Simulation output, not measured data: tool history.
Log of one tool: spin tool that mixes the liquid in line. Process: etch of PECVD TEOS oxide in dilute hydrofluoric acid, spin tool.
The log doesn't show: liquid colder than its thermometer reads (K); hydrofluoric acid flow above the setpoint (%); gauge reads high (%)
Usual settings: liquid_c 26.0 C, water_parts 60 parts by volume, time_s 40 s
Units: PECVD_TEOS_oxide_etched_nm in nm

run   hour  liquid_c  water_parts  time_s  wafers since the last listed run  hours since the thermometer was replaced  hours since the hydrofluoric acid flow meter was replaced  hours since the gauge calibration  read-back film thickness of the PECVD TEOS oxide reference wafer, read on the same gauge (nm)  PECVD_TEOS_oxide_etched_nm
  1    0.0      26.0           60      40                                 0                                    1533.1                                                      975.7                              160.6                                                                                          79.99                       15.29
  2   15.1      26.0           65      60                               130                                    1548.2                                                      990.8                              175.7                                                                                          80.01                       20.43
  3   22.0      26.0           65      60                                59                                    1555.1                                                      997.7                              182.6                                                                                          80.02                       21.33
  4   34.2      26.0           65      60                               105                                    1567.3                                                     1009.9                              194.8                                                                                          80.03                       20.79
  5   66.1      24.0           60      55                               275                                    1599.2                                                     1041.8                              226.7                                                                                          80.03                       19.48
  6   79.1      24.0           60      55                               112                                    1612.2                                                     1054.8                              239.7                                                                                          79.98                       18.95
  7   95.8      24.0           60      55                               144                                    1628.9                                                     1071.5                              256.4                                                                                          79.97                       19.37
  8  104.5      26.0           45      40                                75                                    1637.6                                                     1080.2                              265.1                                                                                          80.00                       21.01
  9  116.4      26.0           45      40                               102                                    1649.5                                                     1092.1                              277.0                                                                                          80.03                       20.55
 10  124.7      26.0           45      40                                71                                    1657.8                                                     1100.4                              285.3                                                                                          79.96                       20.92
 11  135.4      26.0           60      20                                92                                    1668.5                                                     1111.1                              296.0                                                                                          80.00                        7.57
     139.3  -- gauge calibrated
 12  142.5      26.0           60      40                                61                                    1675.6                                                     1118.2                                3.2                                                                                          80.01                       15.25
 13  174.2      26.0           60      60                               273                                    1707.3                                                     1149.9                               34.9                                                                                          80.02                       22.84
     182.2  -- hydrofluoric acid flow meter replaced
 14  183.5      26.0           60      60                                71                                    1716.6                                                        1.3                               44.2                                                                                          79.97                       24.86
 15  189.9      26.0           60      60                                55                                    1723.0                                                        7.7                               50.6                                                                                          79.99                       24.66
 16  207.7      24.5           35      55                               153                                    1740.8                                                       25.5                               68.4                                                                                          80.00                       37.01
 17  223.2      29.0           75      40                               133                                    1756.3                                                       41.0                               83.9                                                                                          80.01                       14.51
 18  239.0      26.0           65      60                               136                                    1772.1                                                       56.8                               99.7                                                                                          80.04                       22.17
 19  246.4      26.0           60      40                                63                                    1779.5                                                       64.2                              107.1                                                                                          80.00                       16.45
 20  252.8      22.5           40      25                                55                                    1785.9                                                       70.6                              113.5                                                                                          80.00                       13.53
 21  263.6      22.5           85      40                                93                                    1796.7                                                       81.4                              124.3                                                                                          80.03                        9.68
 22  277.4      23.5           45      50                               119                                    1810.5                                                       95.2                              138.1                                                                                          79.99                       24.75

The next listed run, before its measurement:
     282.5  -- hydrofluoric acid flow meter replaced, repeated, since the last time left the tool worse
 23  292.6      26.0           60      40                               122                                    1825.7                                                       10.1                              153.3                                                                                              ?                           ?

{"run 23": {"read-back film thickness of the PECVD TEOS oxide reference wafer, read on the same gauge (nm)": 80.03, "PECVD_TEOS_oxide_etched_nm": 14.12}}
Without the tool's hidden state the same run would have given PECVD_TEOS_oxide_etched_nm 13.88 nm.

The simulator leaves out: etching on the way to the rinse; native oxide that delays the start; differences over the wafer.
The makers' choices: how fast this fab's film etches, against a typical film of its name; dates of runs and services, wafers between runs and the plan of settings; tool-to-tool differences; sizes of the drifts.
